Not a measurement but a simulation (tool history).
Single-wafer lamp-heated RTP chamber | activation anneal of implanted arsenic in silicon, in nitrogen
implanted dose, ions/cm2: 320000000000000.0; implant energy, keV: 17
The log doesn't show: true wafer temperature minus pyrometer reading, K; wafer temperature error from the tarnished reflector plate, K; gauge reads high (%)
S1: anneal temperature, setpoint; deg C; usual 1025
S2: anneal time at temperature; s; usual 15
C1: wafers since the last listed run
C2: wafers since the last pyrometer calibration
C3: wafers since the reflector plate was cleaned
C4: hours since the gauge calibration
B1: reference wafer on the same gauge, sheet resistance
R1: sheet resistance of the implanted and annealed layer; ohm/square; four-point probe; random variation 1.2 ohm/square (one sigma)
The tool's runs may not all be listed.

| run | hour | S1 | S2 | C1 | C2 | C3 | C4 | B1 | R1 |
|---|---|---|---|---|---|---|---|---|---|
| 1 | 0 | 1025 | 15 | 0 | 3261 | 4860 | 712.5 | 268.74 | 279.18 |
| 2 | 32.9 | 1025 | 15 | 405 | 3667 | 5266 | 745.4 | 268.93 | 278.67 |
|  | 60.1 | reflector plate cleaned |
| 3 | 91.1 | 1025 | 15 | 618 | 4286 | 382 | 803.6 | 270 | 278.3 |
| 4 | 122 | 1025 | 15 | 380 | 4667 | 763 | 834.5 | 270.38 | 280.25 |
| 5 | 161.3 | 1025 | 15 | 484 | 5151 | 1247 | 873.8 | 270.91 | 281.25 |
| 6 | 208.9 | 1025 | 15 | 586 | 5738 | 1834 | 921.4 | 271.55 | 280.45 |
|  | 226.3 | pyrometer window cleaned and pyrometer calibrated |
| 7 | 241.9 | 1025 | 15 | 308 | 191 | 2142 | 954.4 | 272.51 | 283.93 |
| 8 | 300.1 | 1025 | 15 | 717 | 909 | 2859 | 1012.6 | 273 | 281.59 |
| 9 | 345 | 1025 | 15 | 553 | 1462 | 3413 | 1057.5 | 274.21 | 283.39 |
| 10 | 401.5 | 1025 | 15 | 696 | 2159 | 4109 | 1114 | 275.13 | 284.27 |
| 11 | 448.7 | 1025 | 15 | 581 | 2741 | 4691 | 1161.2 | 275.83 | 284.6 |
|  | 481 | reflector plate cleaned |
| 12 | 512.7 | 1025 | 15 | 690 | 3431 | 390 | 1225.2 | 277.09 | 288.16 |
| 13 | 548.9 | 1025 | 15 | 446 | 3877 | 836 | 1261.4 | 278.03 | 287.67 |
| 14 | 580 | 1025 | 15 | 383 | 4261 | 1219 | 1292.5 | 278.45 | 290.27 |
|  | 619.3 | gauge calibrated |
| 15 | 629.6 | 1025 | 15 | 611 | 4872 | 1831 | 10.3 | 265.7 | 275.97 |
| 16 | 676.9 | 1025 | 8 | 583 | 5455 | 2414 | 57.6 | 265.86 | 279.01 |
|  | 688.5 | pyrometer window cleaned and pyrometer calibrated |
| 17 | 746.8 | 1036 | 23 | 763 | 718 | 3177 | 127.5 | 265.93 | 270.08 |
| 18 | 800.1 | 997 | 12 | 657 | 1376 | 3834 | 180.8 | 265.98 | 282.06 |
| 19 | 866.6 | 1001 | 7 | 819 | 2195 | 4654 | 247.3 | 266.57 | 284.63 |
|  | 945.5 | reflector plate cleaned |
| 20 | 946 | 1052 | 10 | 880 | 3075 | 5 | 326.7 | 266.69 | 274.44 |
| 21 | 972 | 1010 | 23 | 320 | 3396 | 326 | 352.7 | 266.92 | 277.14 |
| 22 | 1026.8 | 1038 | 8 | 675 | 4072 | 1001 | 407.5 | 267.23 | 281.04 |

3 ways to go on from here, each from the tool as it stands after run 22. What would each give?
| A | 1027.2 | 1050 | 15 | 4 | 4077 | 1006 | 407.9 | ? | ? |
| B | 1027.2 | 995 | 21 | 4 | 4077 | 1006 | 407.9 | ? | ? |
| C | 1027.2 | 1039 | 9 | 4 | 4077 | 1006 | 407.9 | ? | ? |

| run | B1 | R1 |
|---|---|---|
| A | 267.38 | 274.29 |
| B | 267.38 | 279.61 |
| C | 267.38 | 279.01 |
Without the tool's hidden state the same runs would have given:
| run | R1 |
|---|---|
| A | 272 |
| B | 277.28 |
| C | 276.69 |

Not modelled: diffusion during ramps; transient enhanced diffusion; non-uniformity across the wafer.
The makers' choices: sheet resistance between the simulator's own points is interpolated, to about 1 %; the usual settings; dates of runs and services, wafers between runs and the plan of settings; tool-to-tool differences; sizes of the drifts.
